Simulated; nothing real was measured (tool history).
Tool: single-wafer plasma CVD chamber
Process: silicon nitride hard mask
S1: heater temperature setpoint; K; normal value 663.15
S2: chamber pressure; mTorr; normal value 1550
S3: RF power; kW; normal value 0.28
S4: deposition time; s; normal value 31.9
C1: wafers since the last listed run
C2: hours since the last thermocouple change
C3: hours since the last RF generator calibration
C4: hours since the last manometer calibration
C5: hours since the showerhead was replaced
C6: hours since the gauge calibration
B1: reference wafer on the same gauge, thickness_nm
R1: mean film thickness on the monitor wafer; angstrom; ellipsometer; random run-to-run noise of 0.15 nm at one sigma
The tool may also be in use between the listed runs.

{"run": 1, "hour": 0.0, "S1": 663.15, "S2": 1550, "S3": 0.28, "S4": 31.9, "C1": 0, "C2": 930.4, "C3": 1249.8, "C4": 1648, "C5": 2279.7, "C6": 579.8, "B1": 30.388, "R1": 337.85}
{"run": 2, "hour": 24.5, "S1": 663.15, "S2": 1550, "S3": 0.28, "S4": 31.9, "C1": 515, "C2": 954.9, "C3": 1274.3, "C4": 1672.5, "C5": 2304.2, "C6": 604.3, "B1": 30.456, "R1": 337.26}
{"run": 3, "hour": 58.9, "S1": 663.15, "S2": 1300, "S3": 0.28, "S4": 31.9, "C1": 723, "C2": 989.3, "C3": 1308.7, "C4": 1706.9, "C5": 2338.6, "C6": 638.7, "B1": 30.381, "R1": 313.28}
{"hour": 101.2, "done": "thermocouple changed; heater temperature recalibrated"}
{"run": 4, "hour": 111.3, "S1": 663.15, "S2": 1550, "S3": 0.28, "S4": 31.9, "C1": 934, "C2": 10.1, "C3": 1361.1, "C4": 1759.3, "C5": 2391, "C6": 691.1, "B1": 30.412, "R1": 337.32}
{"run": 5, "hour": 173.0, "S1": 663.15, "S2": 1250, "S3": 0.28, "S4": 31.9, "C1": 1298, "C2": 71.8, "C3": 1422.8, "C4": 1821, "C5": 2452.7, "C6": 752.8, "B1": 30.448, "R1": 308.21}
{"run": 6, "hour": 223.1, "S1": 663.15, "S2": 1550, "S3": 0.28, "S4": 31.9, "C1": 1054, "C2": 121.9, "C3": 1472.9, "C4": 1871.1, "C5": 2502.8, "C6": 802.9, "B1": 30.428, "R1": 337.16}
{"hour": 229.8, "done": "gauge calibrated"}
{"run": 7, "hour": 261.7, "S1": 663.15, "S2": 1350, "S3": 0.31, "S4": 31.9, "C1": 812, "C2": 160.5, "C3": 1511.5, "C4": 1909.7, "C5": 2541.4, "C6": 31.9, "B1": 30.395, "R1": 339.65}
{"run": 8, "hour": 297.2, "S1": 663.15, "S2": 1350, "S3": 0.31, "S4": 31.9, "C1": 746, "C2": 196, "C3": 1547, "C4": 1945.2, "C5": 2576.9, "C6": 67.4, "B1": 30.41, "R1": 337.46}
{"run": 9, "hour": 337.4, "S1": 663.15, "S2": 1550, "S3": 0.28, "S4": 31.9, "C1": 845, "C2": 236.2, "C3": 1587.2, "C4": 1985.4, "C5": 2617.1, "C6": 107.6, "B1": 30.408, "R1": 335.89}
{"run": 10, "hour": 508.0, "S1": 663.15, "S2": 1550, "S3": 0.28, "S4": 31.9, "C1": 3589, "C2": 406.8, "C3": 1757.8, "C4": 2156, "C5": 2787.7, "C6": 278.2, "B1": 30.449, "R1": 334.96}
{"run": 11, "hour": 573.4, "S1": 663.15, "S2": 1780, "S3": 0.28, "S4": 31.9, "C1": 1376, "C2": 472.2, "C3": 1823.2, "C4": 2221.4, "C5": 2853.1, "C6": 343.6, "B1": 30.398, "R1": 353.18}
{"run": 12, "hour": 604.1, "S1": 663.15, "S2": 1780, "S3": 0.28, "S4": 31.9, "C1": 645, "C2": 502.9, "C3": 1853.9, "C4": 2252.1, "C5": 2883.8, "C6": 374.3, "B1": 30.386, "R1": 353.38}
{"run": 13, "hour": 675.7, "S1": 663.15, "S2": 1780, "S3": 0.28, "S4": 31.9, "C1": 1506, "C2": 574.5, "C3": 1925.5, "C4": 2323.7, "C5": 2955.4, "C6": 445.9, "B1": 30.426, "R1": 354.75}
{"run": 14, "hour": 716.6, "S1": 663.15, "S2": 1810, "S3": 0.28, "S4": 36.5, "C1": 860, "C2": 615.4, "C3": 1966.4, "C4": 2364.6, "C5": 2996.3, "C6": 486.8, "B1": 30.363, "R1": 406.82}
{"hour": 783.2, "done": "capacitance manometer re-zeroed and calibrated"}
{"run": 15, "hour": 783.7, "S1": 674.15, "S2": 1550, "S3": 0.315, "S4": 31.9, "C1": 1243, "C2": 682.5, "C3": 2033.5, "C4": 0.5, "C5": 3063.4, "C6": 553.9, "B1": 30.305, "R1": 356.88}
{"run": 16, "hour": 827.8, "S1": 663.15, "S2": 1900, "S3": 0.28, "S4": 25.9, "C1": 927, "C2": 726.6, "C3": 2077.6, "C4": 44.6, "C5": 3107.5, "C6": 598, "B1": 30.342, "R1": 294.47}
{"run": 17, "hour": 855.8, "S1": 675.15, "S2": 1930, "S3": 0.28, "S4": 26.7, "C1": 589, "C2": 754.6, "C3": 2105.6, "C4": 72.6, "C5": 3135.5, "C6": 626, "B1": 30.403, "R1": 303.72}
{"run": 18, "hour": 913.3, "S1": 670.15, "S2": 1200, "S3": 0.325, "S4": 31.9, "C1": 1209, "C2": 812.1, "C3": 2163.1, "C4": 130.1, "C5": 3193, "C6": 683.5, "B1": 30.404, "R1": 330.83}
{"run": 19, "hour": 938.7, "S1": 663.15, "S2": 1550, "S3": 0.305, "S4": 33.9, "C1": 534, "C2": 837.5, "C3": 2188.5, "C4": 155.5, "C5": 3218.4, "C6": 708.9, "B1": 30.424, "R1": 379.74}
{"hour": 975.3, "done": "RF generator calibrated"}
{"run": 20, "hour": 1006.1, "S1": 663.15, "S2": 1860, "S3": 0.28, "S4": 31.9, "C1": 1249, "C2": 904.9, "C3": 30.8, "C4": 222.9, "C5": 3285.8, "C6": 776.3, "B1": 30.376, "R1": 357.24}
{"hour": 1132.8, "done": "thermocouple changed; heater temperature recalibrated"}
{"run": 21, "hour": 1174.7, "S1": 663.15, "S2": 1550, "S3": 0.3, "S4": 37.1, "C1": 3379, "C2": 41.9, "C3": 199.4, "C4": 391.5, "C5": 3454.4, "C6": 944.9, "B1": 30.402, "R1": 407.32}
{"run": 22, "hour": 1210.0, "S1": 663.15, "S2": 1550, "S3": 0.28, "S4": 31.9, "C1": 742, "C2": 77.2, "C3": 234.7, "C4": 426.8, "C5": 3489.7, "C6": 980.2, "B1": 30.391, "R1": 336.92}
{"hour": 1217.9, "done": "gauge calibrated"}
{"hour": 1225.5, "done": "showerhead replaced"}
{"run": 23, "hour": 1277.0, "S1": 663.15, "S2": 1550, "S3": 0.28, "S4": 31.9, "C1": 1241, "C2": 144.2, "C3": 301.7, "C4": 493.8, "C5": 51.5, "C6": 59.1, "B1": 30.489, "R1": 337.39}
{"run": 24, "hour": 1315.8, "S1": 663.15, "S2": 1550, "S3": 0.28, "S4": 31.9, "C1": 816, "C2": 183, "C3": 340.5, "C4": 532.6, "C5": 90.3, "C6": 97.9, "B1": 30.403, "R1": 336.96}
{"run": 25, "hour": 1346.5, "S1": 663.15, "S2": 1550, "S3": 0.28, "S4": 31.9, "C1": 645, "C2": 213.7, "C3": 371.2, "C4": 563.3, "C5": 121, "C6": 128.6, "B1": 30.405, "R1": 338}
{"run": 26, "hour": 1386.9, "S1": 663.15, "S2": 1550, "S3": 0.28, "S4": 31.9, "C1": 850, "C2": 254.1, "C3": 411.6, "C4": 603.7, "C5": 161.4, "C6": 169, "B1": 30.328, "R1": 337.05}
{"run": 27, "hour": 1439.6, "S1": 663.15, "S2": 1370, "S3": 0.28, "S4": 31.9, "C1": 1108, "C2": 306.8, "C3": 464.3, "C4": 656.4, "C5": 214.1, "C6": 221.7, "B1": 30.396, "R1": 321.55}
{"run": 28, "hour": 1501.5, "S1": 663.15, "S2": 1550, "S3": 0.28, "S4": 31.9, "C1": 1302, "C2": 368.7, "C3": 526.2, "C4": 718.3, "C5": 276, "C6": 283.6, "B1": 30.467, "R1": 339.05}
{"run": 29, "hour": 1568.6, "S1": 653.15, "S2": 1800, "S3": 0.305, "S4": 33.6, "C1": 1411, "C2": 435.8, "C3": 593.3, "C4": 785.4, "C5": 343.1, "C6": 350.7, "B1": 30.392, "R1": 395.58}

Run-by-run hidden state of the tool:
wafer temperature above the value expected at the setpoint (K): 0 in every run
delivered RF power above the setpoint (%): 0 in every run
true pressure above the setpoint (%): 0 in every run
gauge reads high (%): 0 in every run

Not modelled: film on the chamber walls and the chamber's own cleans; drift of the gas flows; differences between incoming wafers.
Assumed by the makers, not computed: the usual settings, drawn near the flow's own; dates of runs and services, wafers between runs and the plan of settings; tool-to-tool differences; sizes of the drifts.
